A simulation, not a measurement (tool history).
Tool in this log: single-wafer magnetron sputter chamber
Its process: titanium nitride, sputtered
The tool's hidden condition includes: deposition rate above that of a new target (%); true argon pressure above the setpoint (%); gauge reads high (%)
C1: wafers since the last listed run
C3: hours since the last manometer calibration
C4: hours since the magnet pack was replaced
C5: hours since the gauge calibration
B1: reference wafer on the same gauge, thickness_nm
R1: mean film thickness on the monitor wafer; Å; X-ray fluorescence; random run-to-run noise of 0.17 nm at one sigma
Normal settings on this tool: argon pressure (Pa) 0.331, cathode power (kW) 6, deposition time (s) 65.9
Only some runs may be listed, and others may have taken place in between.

Run 1, hour 0: usual settings but cathode power (kW) 6.65, deposition time (s) 62.7; C1 0; wafers on the sputter target 2526; C3 1531.4; C4 8464.1; C5 2.3; B1 56.836. Result: R1 717.93 Å.
Run 2, hour 21.4: usual settings but cathode power (kW) 6.65, deposition time (s) 62.7; C1 352; wafers on the sputter target 2878; C3 1552.8; C4 8485.5; C5 23.7; B1 56.792. Result: R1 717.33 Å.
Run 3, hour 55.7: usual settings but cathode power (kW) 6.65, deposition time (s) 62.7; C1 564; wafers on the sputter target 3443; C3 1587.1; C4 8519.8; C5 58; B1 56.704. Result: R1 714 Å.
Run 4, hour 86.2: usual settings but cathode power (kW) 7.2; C1 502; wafers on the sputter target 3946; C3 1617.6; C4 8550.3; C5 88.5; B1 56.84. Result: R1 809.02 Å.
Run 5, hour 113: usual settings but cathode power (kW) 7.2; C1 441; wafers on the sputter target 4387; C3 1644.4; C4 8577.1; C5 115.3; B1 56.853. Result: R1 809.3 Å.
At hour 122.9: capacitance manometer re-zeroed and calibrated.
Run 6, hour 142.8: usual settings; C1 359; wafers on the sputter target 4746; C3 19.9; C4 8606.9; C5 145.1; B1 56.706. Result: R1 669.11 Å.
Run 7, hour 172.2: usual settings but deposition time (s) 62.4; C1 484; wafers on the sputter target 5230; C3 49.3; C4 8636.3; C5 174.5; B1 56.786. Result: R1 634.13 Å.
Run 8, hour 189.2: usual settings but argon pressure (Pa) 0.399; C1 280; wafers on the sputter target 5510; C3 66.3; C4 8653.3; C5 191.5; B1 56.855. Result: R1 638.45 Å.
Run 9, hour 212.4: usual settings but argon pressure (Pa) 0.204, cathode power (kW) 5.3; C1 382; wafers on the sputter target 5892; C3 89.5; C4 8676.5; C5 214.7; B1 56.806. Result: R1 638.66 Å.
At hour 213.5: gauge calibrated.
Run 10, hour 238.1: usual settings but argon pressure (Pa) 0.448, deposition time (s) 75.5; C1 423; wafers on the sputter target 6316; C3 115.2; C4 8702.2; C5 24.6; B1 56.783. Result: R1 707.75 Å.
At hour 254.9: sputter target and shields replaced.
At hour 259.4: magnet pack replaced.
Run 11, hour 259.9: usual settings but cathode power (kW) 5.35, deposition time (s) 71; C1 154; wafers on the sputter target 8; C3 137; C4 0.5; C5 46.4; B1 56.79. Result: R1 664.43 Å.

What will run 12 give?
Run 12, hour 271.1: usual settings but argon pressure (Pa) 0.287, deposition time (s) 69.5; C1 184; wafers on the sputter target 193; C3 148.2; C4 11.7; C5 57.6; B1 ?. Result: R1 ?.

B1: 56.777
R1: 751.32 Å
The same run, on a tool lacking any hidden state, would have yielded R1 754.75 Å.
